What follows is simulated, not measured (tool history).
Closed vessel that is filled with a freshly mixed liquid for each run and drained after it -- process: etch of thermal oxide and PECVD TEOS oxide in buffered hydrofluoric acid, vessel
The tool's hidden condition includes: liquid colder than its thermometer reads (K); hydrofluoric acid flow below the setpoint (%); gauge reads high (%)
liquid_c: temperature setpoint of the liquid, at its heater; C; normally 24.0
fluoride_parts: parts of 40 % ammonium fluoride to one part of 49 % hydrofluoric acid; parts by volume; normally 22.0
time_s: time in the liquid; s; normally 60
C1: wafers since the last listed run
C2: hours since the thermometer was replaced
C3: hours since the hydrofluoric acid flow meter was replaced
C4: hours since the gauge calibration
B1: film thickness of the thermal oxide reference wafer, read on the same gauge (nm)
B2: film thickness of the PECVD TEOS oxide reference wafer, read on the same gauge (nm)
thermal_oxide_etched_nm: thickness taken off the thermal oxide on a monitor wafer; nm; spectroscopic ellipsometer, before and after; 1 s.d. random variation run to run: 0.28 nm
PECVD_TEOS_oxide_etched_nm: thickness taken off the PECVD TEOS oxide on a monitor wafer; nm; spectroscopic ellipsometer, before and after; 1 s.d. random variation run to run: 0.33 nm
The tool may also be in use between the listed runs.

run 1 hour=0.0 | liquid_c=24.0 fluoride_parts=22.0 time_s=60 | C1=0 C2=503.5 C3=609.1 C4=730.6 | B1=100.01 B2=149.97 | thermal_oxide_etched_nm=31.02 PECVD_TEOS_oxide_etched_nm=93.46
-- hour=78.0 thermometer replaced
run 2 hour=96.5 | liquid_c=24.0 fluoride_parts=22.0 time_s=60 | C1=14412 C2=18.5 C3=705.6 C4=827.1 | B1=100.00 B2=149.98 | thermal_oxide_etched_nm=32.91 PECVD_TEOS_oxide_etched_nm=98.75
run 3 hour=141.5 | liquid_c=24.0 fluoride_parts=22.0 time_s=60 | C1=6791 C2=63.5 C3=750.6 C4=872.1 | B1=99.99 B2=150.01 | thermal_oxide_etched_nm=32.90 PECVD_TEOS_oxide_etched_nm=97.56
run 4 hour=226.8 | liquid_c=24.0 fluoride_parts=22.0 time_s=60 | C1=12872 C2=148.8 C3=835.9 C4=957.4 | B1=100.01 B2=149.99 | thermal_oxide_etched_nm=33.01 PECVD_TEOS_oxide_etched_nm=96.64
run 5 hour=285.9 | liquid_c=24.0 fluoride_parts=22.0 time_s=60 | C1=8919 C2=207.9 C3=895.0 C4=1016.5 | B1=100.00 B2=150.01 | thermal_oxide_etched_nm=32.44 PECVD_TEOS_oxide_etched_nm=95.29
run 6 hour=529.6 | liquid_c=24.0 fluoride_parts=22.0 time_s=60 | C1=36777 C2=451.6 C3=1138.7 C4=1260.2 | B1=100.01 B2=150.00 | thermal_oxide_etched_nm=31.19 PECVD_TEOS_oxide_etched_nm=92.91
run 7 hour=632.1 | liquid_c=24.0 fluoride_parts=22.0 time_s=30 | C1=15468 C2=554.1 C3=1241.2 C4=1362.7 | B1=100.00 B2=150.00 | thermal_oxide_etched_nm=15.27 PECVD_TEOS_oxide_etched_nm=45.40
-- hour=636.3 thermometer replaced
-- hour=717.8 gauge calibrated
run 8 hour=731.0 | liquid_c=24.0 fluoride_parts=22.0 time_s=30 | C1=14774 C2=94.7 C3=1340.1 C4=13.2 | B1=99.98 B2=150.00 | thermal_oxide_etched_nm=14.53 PECVD_TEOS_oxide_etched_nm=43.20
run 9 hour=779.5 | liquid_c=24.0 fluoride_parts=18.5 time_s=60 | C1=7319 C2=143.2 C3=1388.6 C4=61.7 | B1=100.00 B2=150.01 | thermal_oxide_etched_nm=33.89 PECVD_TEOS_oxide_etched_nm=99.36
run 10 hour=882.1 | liquid_c=24.0 fluoride_parts=18.5 time_s=60 | C1=15483 C2=245.8 C3=1491.2 C4=164.3 | B1=100.01 B2=150.01 | thermal_oxide_etched_nm=33.50 PECVD_TEOS_oxide_etched_nm=97.99
run 11 hour=969.5 | liquid_c=24.0 fluoride_parts=18.5 time_s=60 | C1=13189 C2=333.2 C3=1578.6 C4=251.7 | B1=100.04 B2=150.00 | thermal_oxide_etched_nm=32.54 PECVD_TEOS_oxide_etched_nm=96.83
-- hour=1019.4 thermometer replaced, repeated, since the last time left the tool worse
run 12 hour=1045.9 | liquid_c=24.0 fluoride_parts=22.0 time_s=45 | C1=11378 C2=26.5 C3=1655.0 C4=328.1 | B1=100.00 B2=150.00 | thermal_oxide_etched_nm=25.15 PECVD_TEOS_oxide_etched_nm=75.32
run 13 hour=1151.4 | liquid_c=24.0 fluoride_parts=22.0 time_s=40 | C1=15921 C2=132.0 C3=1760.5 C4=433.6 | B1=99.99 B2=150.00 | thermal_oxide_etched_nm=22.00 PECVD_TEOS_oxide_etched_nm=65.06
run 14 hour=1205.9 | liquid_c=24.0 fluoride_parts=22.0 time_s=60 | C1=8224 C2=186.5 C3=1815.0 C4=488.1 | B1=99.98 B2=150.00 | thermal_oxide_etched_nm=33.58 PECVD_TEOS_oxide_etched_nm=97.62
run 15 hour=1307.0 | liquid_c=19.5 fluoride_parts=18.0 time_s=85 | C1=15257 C2=287.6 C3=1916.1 C4=589.2 | B1=99.97 B2=150.02 | thermal_oxide_etched_nm=41.94 PECVD_TEOS_oxide_etched_nm=125.10
run 16 hour=1400.3 | liquid_c=19.5 fluoride_parts=22.0 time_s=60 | C1=14080 C2=380.9 C3=2009.4 C4=682.5 | B1=100.03 B2=150.00 | thermal_oxide_etched_nm=24.66 PECVD_TEOS_oxide_etched_nm=73.83
run 17 hour=1479.8 | liquid_c=22.0 fluoride_parts=25.0 time_s=30 | C1=11997 C2=460.4 C3=2088.9 C4=762.0 | B1=99.98 B2=150.02 | thermal_oxide_etched_nm=13.07 PECVD_TEOS_oxide_etched_nm=38.50
run 18 hour=1566.8 | liquid_c=22.0 fluoride_parts=25.5 time_s=90 | C1=13129 C2=547.4 C3=2175.9 C4=849.0 | B1=100.01 B2=150.00 | thermal_oxide_etched_nm=38.22 PECVD_TEOS_oxide_etched_nm=112.36
-- hour=1581.2 hydrofluoric acid flow meter replaced
-- hour=1597.3 thermometer replaced
run 19 hour=1638.1 | liquid_c=24.0 fluoride_parts=22.0 time_s=60 | C1=10458 C2=40.8 C3=56.9 C4=920.3 | B1=100.01 B2=150.01 | thermal_oxide_etched_nm=33.63 PECVD_TEOS_oxide_etched_nm=98.65
run 20 hour=1724.6 | liquid_c=24.0 fluoride_parts=26.5 time_s=30 | C1=13054 C2=127.3 C3=143.4 C4=1006.8 | B1=100.01 B2=150.03 | thermal_oxide_etched_nm=14.37 PECVD_TEOS_oxide_etched_nm=42.91
run 21 hour=1820.0 | liquid_c=26.0 fluoride_parts=22.0 time_s=60 | C1=14397 C2=222.7 C3=238.8 C4=1102.2 | B1=99.98 B2=150.01 | thermal_oxide_etched_nm=36.26 PECVD_TEOS_oxide_etched_nm=107.56
run 22 hour=1916.9 | liquid_c=21.5 fluoride_parts=27.0 time_s=60 | C1=14623 C2=319.6 C3=335.7 C4=1199.1 | B1=100.01 B2=150.01 | thermal_oxide_etched_nm=24.09 PECVD_TEOS_oxide_etched_nm=71.76
run 23 hour=1997.5 | liquid_c=20.5 fluoride_parts=22.0 time_s=90 | C1=12163 C2=400.2 C3=416.3 C4=1279.7 | B1=99.98 B2=149.98 | thermal_oxide_etched_nm=38.78 PECVD_TEOS_oxide_etched_nm=115.46
run 24 hour=2094.7 | liquid_c=21.5 fluoride_parts=27.0 time_s=60 | C1=14668 C2=497.4 C3=513.5 C4=1376.9 | B1=99.99 B2=150.01 | thermal_oxide_etched_nm=23.49 PECVD_TEOS_oxide_etched_nm=70.20
-- hour=2167.9 thermometer replaced
run 25 hour=2184.9 | liquid_c=21.0 fluoride_parts=17.0 time_s=45 | C1=13461 C2=17.0 C3=603.7 C4=1467.1 | B1=100.01 B2=150.00 | thermal_oxide_etched_nm=26.54 PECVD_TEOS_oxide_etched_nm=79.46
run 26 hour=2238.3 | liquid_c=29.0 fluoride_parts=22.0 time_s=90 | C1=8058 C2=70.4 C3=657.1 C4=1520.5 | B1=99.99 B2=150.01 | thermal_oxide_etched_nm=64.85 PECVD_TEOS_oxide_etched_nm=194.33

Forecast each of these 4 alternatives for the next run:
run A hour=2239.0 | liquid_c=24.0 fluoride_parts=22.0 time_s=60 | C1=105 C2=71.1 C3=657.8 C4=1521.2 | B1=? B2=? | thermal_oxide_etched_nm=? PECVD_TEOS_oxide_etched_nm=?
run B hour=2239.0 | liquid_c=27.5 fluoride_parts=22.0 time_s=60 | C1=105 C2=71.1 C3=657.8 C4=1521.2 | B1=? B2=? | thermal_oxide_etched_nm=? PECVD_TEOS_oxide_etched_nm=?
run C hour=2239.0 | liquid_c=24.0 fluoride_parts=19.5 time_s=30 | C1=105 C2=71.1 C3=657.8 C4=1521.2 | B1=? B2=? | thermal_oxide_etched_nm=? PECVD_TEOS_oxide_etched_nm=?
run D hour=2239.0 | liquid_c=25.5 fluoride_parts=22.0 time_s=60 | C1=105 C2=71.1 C3=657.8 C4=1521.2 | B1=? B2=? | thermal_oxide_etched_nm=? PECVD_TEOS_oxide_etched_nm=?

run=A B1=100.00 B2=149.99 thermal_oxide_etched_nm=33.47 PECVD_TEOS_oxide_etched_nm=98.60
run=B B1=100.00 B2=149.99 thermal_oxide_etched_nm=40.47 PECVD_TEOS_oxide_etched_nm=119.23
run=C B1=100.00 B2=149.99 thermal_oxide_etched_nm=18.32 PECVD_TEOS_oxide_etched_nm=53.97
run=D B1=100.00 B2=149.99 thermal_oxide_etched_nm=36.33 PECVD_TEOS_oxide_etched_nm=107.02
With the hidden condition removed and each run's random variation left untouched, the same runs would have given:
run=A thermal_oxide_etched_nm=33.90 PECVD_TEOS_oxide_etched_nm=99.85
run=B thermal_oxide_etched_nm=40.98 PECVD_TEOS_oxide_etched_nm=120.71
run=C thermal_oxide_etched_nm=18.55 PECVD_TEOS_oxide_etched_nm=54.66
run=D thermal_oxide_etched_nm=36.79 PECVD_TEOS_oxide_etched_nm=108.36
